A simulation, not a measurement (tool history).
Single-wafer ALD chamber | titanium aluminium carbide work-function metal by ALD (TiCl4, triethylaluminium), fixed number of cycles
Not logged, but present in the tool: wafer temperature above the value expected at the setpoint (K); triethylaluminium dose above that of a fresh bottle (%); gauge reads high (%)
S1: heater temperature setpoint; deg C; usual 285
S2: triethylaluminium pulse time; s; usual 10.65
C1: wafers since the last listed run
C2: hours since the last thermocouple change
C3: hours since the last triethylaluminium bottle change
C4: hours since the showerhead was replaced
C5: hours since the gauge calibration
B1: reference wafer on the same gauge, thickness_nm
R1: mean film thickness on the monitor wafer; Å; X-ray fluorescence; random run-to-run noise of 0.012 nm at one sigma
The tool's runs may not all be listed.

run 1 hour=0 | S1=296 S2=10.65 | C1=0 C2=747.1 C3=876.3 C4=2814.3 C5=2.9 | B1=1.612 | R1=21.01
run 2 hour=70.4 | S1=296 S2=10.65 | C1=518 C2=817.5 C3=946.7 C4=2884.7 C5=73.3 | B1=1.608 | R1=21.04
run 3 hour=139.7 | S1=285 S2=10.65 | C1=509 C2=886.8 C3=1016 C4=2954 C5=142.6 | B1=1.613 | R1=19.7
run 4 hour=173.6 | S1=282 S2=12.89 | C1=249 C2=920.7 C3=1049.9 C4=2987.9 C5=176.5 | B1=1.61 | R1=19.52
run 5 hour=206.6 | S1=282 S2=12.89 | C1=242 C2=953.7 C3=1082.9 C4=3020.9 C5=209.5 | B1=1.604 | R1=19.78
run 6 hour=239 | S1=285 S2=10.65 | C1=238 C2=986.1 C3=1115.3 C4=3053.3 C5=241.9 | B1=1.612 | R1=19.74
-- hour=269.5 thermocouple changed; heater temperature recalibrated
-- hour=273.5 showerhead replaced
run 7 hour=282.1 | S1=285 S2=10.65 | C1=228 C2=12.6 C3=1158.4 C4=8.6 C5=285 | B1=1.608 | R1=19.71
run 8 hour=319.1 | S1=280 S2=13.58 | C1=272 C2=49.6 C3=1195.4 C4=45.6 C5=322 | B1=1.61 | R1=19.41
run 9 hour=346.5 | S1=278 S2=8.79 | C1=201 C2=77 C3=1222.8 C4=73 C5=349.4 | B1=1.61 | R1=18.78
-- hour=363 triethylaluminium bottle replaced
run 10 hour=414.3 | S1=281 S2=13.49 | C1=440 C2=144.8 C3=51.3 C4=140.8 C5=417.2 | B1=1.607 | R1=19.61
run 11 hour=460.8 | S1=273 S2=8.7 | C1=342 C2=191.3 C3=97.8 C4=187.3 C5=463.7 | B1=1.61 | R1=18.43
-- hour=478.2 gauge calibrated
run 12 hour=496.9 | S1=297 S2=13.91 | C1=265 C2=227.4 C3=133.9 C4=223.4 C5=18.7 | B1=1.609 | R1=21.13
run 13 hour=566.2 | S1=285 S2=10.65 | C1=509 C2=296.7 C3=203.2 C4=292.7 C5=88 | B1=1.614 | R1=19.84
run 14 hour=595.3 | S1=271 S2=12.49 | C1=214 C2=325.8 C3=232.3 C4=321.8 C5=117.1 | B1=1.611 | R1=18.49
run 15 hour=643.9 | S1=276 S2=10.65 | C1=357 C2=374.4 C3=280.9 C4=370.4 C5=165.7 | B1=1.614 | R1=18.86

4 ways to go on from here, each from the tool as it stands after run 15. What would each give?
run A hour=644.3 | S1=285 S2=10.65 | C1=2 C2=374.8 C3=281.3 C4=370.8 C5=166.1 | B1=? | R1=?
run B hour=644.3 | S1=293 S2=12.34 | C1=2 C2=374.8 C3=281.3 C4=370.8 C5=166.1 | B1=? | R1=?
run C hour=644.3 | S1=281 S2=8.5 | C1=2 C2=374.8 C3=281.3 C4=370.8 C5=166.1 | B1=? | R1=?
run D hour=644.3 | S1=281 S2=14.59 | C1=2 C2=374.8 C3=281.3 C4=370.8 C5=166.1 | B1=? | R1=?

run=A B1=1.61 R1=19.92
run=B B1=1.61 R1=20.92
run=C B1=1.61 R1=19.21
run=D B1=1.61 R1=19.8
What these runs would have given with no unlogged condition in the tool:
run=A R1=19.92
run=B R1=20.92
run=C R1=19.21
run=D R1=19.8
